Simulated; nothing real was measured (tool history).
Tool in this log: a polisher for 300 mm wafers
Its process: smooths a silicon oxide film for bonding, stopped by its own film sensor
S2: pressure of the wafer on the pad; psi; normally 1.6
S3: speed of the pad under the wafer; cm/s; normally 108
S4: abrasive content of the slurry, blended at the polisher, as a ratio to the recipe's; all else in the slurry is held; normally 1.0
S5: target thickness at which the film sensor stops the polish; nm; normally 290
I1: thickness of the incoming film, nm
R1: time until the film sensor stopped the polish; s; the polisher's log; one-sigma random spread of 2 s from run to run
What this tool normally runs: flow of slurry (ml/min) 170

run 1 day=0.000 | flow_of_slurry_(ml/min)=170 S2=1.6 S3=108 S4=1.0 S5=290 | I1=360.5 | R1=115.0
run 2 day=1.079 | flow_of_slurry_(ml/min)=170 S2=1.6 S3=108 S4=1.0 S5=290 | I1=353.8 | R1=101.1
run 3 day=2.242 | flow_of_slurry_(ml/min)=170 S2=1.6 S3=108 S4=1.0 S5=290 | I1=357.5 | R1=105.8
run 4 day=2.971 | flow_of_slurry_(ml/min)=170 S2=1.6 S3=108 S4=1.0 S5=290 | I1=358.1 | R1=106.3
run 5 day=3.775 | flow_of_slurry_(ml/min)=170 S2=1.6 S3=108 S4=1.0 S5=290 | I1=367.7 | R1=125.8
run 6 day=4.617 | flow_of_slurry_(ml/min)=170 S2=1.6 S3=108 S4=1.0 S5=290 | I1=355.1 | R1=106.0
run 7 day=5.700 | flow_of_slurry_(ml/min)=170 S2=1.6 S3=108 S4=1.0 S5=290 | I1=365.9 | R1=118.1
run 8 day=7.012 | flow_of_slurry_(ml/min)=170 S2=1.2 S3=108 S4=1.0 S5=290 | I1=354.5 | R1=137.3
run 9 day=7.350 | flow_of_slurry_(ml/min)=170 S2=1.2 S3=108 S4=1.0 S5=290 | I1=359.3 | R1=149.5
run 10 day=8.025 | flow_of_slurry_(ml/min)=170 S2=1.6 S3=108 S4=1.0 S5=290 | I1=354.5 | R1=104.0
run 11 day=8.633 | flow_of_slurry_(ml/min)=170 S2=1.6 S3=108 S4=1.0 S5=290 | I1=355.3 | R1=106.5
run 12 day=9.846 | flow_of_slurry_(ml/min)=170 S2=1.6 S3=108 S4=1.0 S5=290 | I1=363.8 | R1=118.5
run 13 day=10.738 | flow_of_slurry_(ml/min)=130 S2=1.6 S3=108 S4=1.0 S5=290 | I1=357.8 | R1=115.6
run 14 day=11.308 | flow_of_slurry_(ml/min)=155 S2=1.6 S3=108 S4=1.0 S5=290 | I1=357.6 | R1=109.8
run 15 day=12.296 | flow_of_slurry_(ml/min)=185 S2=1.6 S3=108 S4=0.9 S5=305 | I1=365.7 | R1=101.2
run 16 day=16.121 | flow_of_slurry_(ml/min)=170 S2=1.6 S3=108 S4=1.0 S5=290 | I1=358.7 | R1=126.8
run 17 day=17.212 | flow_of_slurry_(ml/min)=125 S2=1.6 S3=134 S4=1.1 S5=300 | I1=365.5 | R1=102.9
run 18 day=18.346 | flow_of_slurry_(ml/min)=170 S2=1.6 S3=108 S4=1.0 S5=290 | I1=357.8 | R1=122.4
run 19 day=19.312 | flow_of_slurry_(ml/min)=170 S2=1.6 S3=108 S4=1.0 S5=290 | I1=359.8 | R1=127.7
run 20 day=20.429 | flow_of_slurry_(ml/min)=170 S2=1.6 S3=108 S4=1.0 S5=280 | I1=359.1 | R1=145.3
run 21 day=21.071 | flow_of_slurry_(ml/min)=200 S2=1.2 S3=108 S4=0.9 S5=297 | I1=360.0 | R1=157.4
run 22 day=21.871 | flow_of_slurry_(ml/min)=170 S2=1.0 S3=126 S4=1.0 S5=283 | I1=355.9 | R1=161.0
run 23 day=22.804 | flow_of_slurry_(ml/min)=190 S2=2.0 S3=108 S4=1.0 S5=290 | I1=362.9 | R1=88.2
run 24 day=23.967 | flow_of_slurry_(ml/min)=120 S2=2.1 S3=108 S4=0.8 S5=290 | I1=363.2 | R1=100.2
run 25 day=25.096 | flow_of_slurry_(ml/min)=215 S2=1.6 S3=82 S4=1.0 S5=290 | I1=356.0 | R1=119.2
run 26 day=26.442 | flow_of_slurry_(ml/min)=170 S2=1.2 S3=108 S4=1.1 S5=290 | I1=362.2 | R1=149.1
run 27 day=27.579 | flow_of_slurry_(ml/min)=120 S2=2.1 S3=126 S4=1.0 S5=282 | I1=359.3 | R1=87.9
run 28 day=28.817 | flow_of_slurry_(ml/min)=170 S2=2.1 S3=108 S4=1.0 S5=267 | I1=354.4 | R1=107.5
run 29 day=29.804 | flow_of_slurry_(ml/min)=170 S2=1.6 S3=108 S4=1.0 S5=290 | I1=356.7 | R1=102.6
run 30 day=30.383 | flow_of_slurry_(ml/min)=200 S2=1.3 S3=124 S4=1.0 S5=298 | I1=362.2 | R1=108.7

Missing from the log above: 7 entries noted between runs. For each, name the pair of listed runs it sits between and say how the tool's hidden condition differs from the listed run just before to the listed run just after:
In the gap between runs 7 and 8: worn pad replaced by a new one (day 6.992)
  abrasive missing from the slurry, %: 7.25 -> 9.14
  measured minus no-state result, R1: +2.7 -> +3.9 s
In the gap between runs 15 and 16: slurry blender recalibrated (day 13.788)
  abrasive missing from the slurry, %: 19.7 -> 41.2
  measured minus no-state result, R1: +6.7 -> +18.5 s
In the gap between runs 17 and 18: worn pad replaced by a new one (day 17.575)
  abrasive missing from the slurry, %: 41.7 -> 42.5
  measured minus no-state result, R1: +14.8 -> +18.6 s
In the gap between runs 21 and 22: slurry blender recalibrated, repeated, since the last time left the tool worse (day 21.371); slurry nozzle cleaned (day 21.750)
  abrasive missing from the slurry, %: 45.2 -> 0.43
  measured minus no-state result, R1: +26.5 -> +0.2 s
In the gap between runs 23 and 24: head pressure recalibrated (day 23.296)
  abrasive missing from the slurry, %: 0.584 -> 0.985
  measured minus no-state result, R1: +0.2 -> +0.3 s
In the gap between runs 27 and 28: worn pad replaced by a new one (day 27.983)
  abrasive missing from the slurry, %: 3.71 -> 5.15
  measured minus no-state result, R1: +1.0 -> +1.7 s
